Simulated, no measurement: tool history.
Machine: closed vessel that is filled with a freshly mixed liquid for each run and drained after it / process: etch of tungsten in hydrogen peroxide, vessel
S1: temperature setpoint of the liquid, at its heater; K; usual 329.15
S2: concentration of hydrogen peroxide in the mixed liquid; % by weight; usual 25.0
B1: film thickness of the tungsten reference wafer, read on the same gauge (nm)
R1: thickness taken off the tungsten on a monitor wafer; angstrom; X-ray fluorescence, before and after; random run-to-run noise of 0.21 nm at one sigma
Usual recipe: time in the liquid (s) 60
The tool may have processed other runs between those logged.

{"run": 1, "hour": 0.0, "S1": 329.15, "S2": 25.0, "time in the liquid (s)": 45, "B1": 90.02, "R1": 762.7}
{"run": 2, "hour": 14.7, "S1": 329.15, "S2": 20.5, "time in the liquid (s)": 60, "B1": 89.99, "R1": 922.8}
{"hour": 16.5, "done": "gauge calibrated"}
{"run": 3, "hour": 25.9, "S1": 329.15, "S2": 20.5, "time in the liquid (s)": 60, "B1": 90.0, "R1": 922.5}
{"run": 4, "hour": 42.8, "S1": 329.15, "S2": 20.5, "time in the liquid (s)": 60, "B1": 90.0, "R1": 921.5}
{"run": 5, "hour": 68.1, "S1": 329.15, "S2": 25.0, "time in the liquid (s)": 75, "B1": 89.95, "R1": 1271.9}
{"run": 6, "hour": 80.7, "S1": 329.15, "S2": 25.0, "time in the liquid (s)": 60, "B1": 90.0, "R1": 1025.7}
{"hour": 82.7, "done": "thermometer replaced"}
{"hour": 92.3, "done": "new drum of peroxide connected"}
{"run": 7, "hour": 93.7, "S1": 329.15, "S2": 25.0, "time in the liquid (s)": 60, "B1": 90.01, "R1": 893.7}
{"run": 8, "hour": 110.0, "S1": 329.15, "S2": 25.0, "time in the liquid (s)": 60, "B1": 90.0, "R1": 896.7}
{"run": 9, "hour": 118.1, "S1": 329.15, "S2": 25.0, "time in the liquid (s)": 60, "B1": 89.95, "R1": 899.4}
{"hour": 128.8, "done": "peroxide flow meter replaced"}
{"run": 10, "hour": 156.0, "S1": 323.15, "S2": 25.0, "time in the liquid (s)": 80, "B1": 90.01, "R1": 837.3}
{"run": 11, "hour": 168.0, "S1": 329.15, "S2": 25.0, "time in the liquid (s)": 60, "B1": 89.94, "R1": 901.4}
{"hour": 175.2, "done": "gauge calibrated"}
{"run": 12, "hour": 185.0, "S1": 329.15, "S2": 21.5, "time in the liquid (s)": 60, "B1": 90.02, "R1": 838.7}

Run 13 has not been measured yet. What should we expect?
{"run": 13, "hour": 195.0, "S1": 338.65, "S2": 25.0, "time in the liquid (s)": 30, "B1": "?", "R1": "?"}

Logged for run 13: B1 90.00, R1 775.5 angstrom.
Minus the tool's unlogged condition, the same run would have read R1 759.2 angstrom.

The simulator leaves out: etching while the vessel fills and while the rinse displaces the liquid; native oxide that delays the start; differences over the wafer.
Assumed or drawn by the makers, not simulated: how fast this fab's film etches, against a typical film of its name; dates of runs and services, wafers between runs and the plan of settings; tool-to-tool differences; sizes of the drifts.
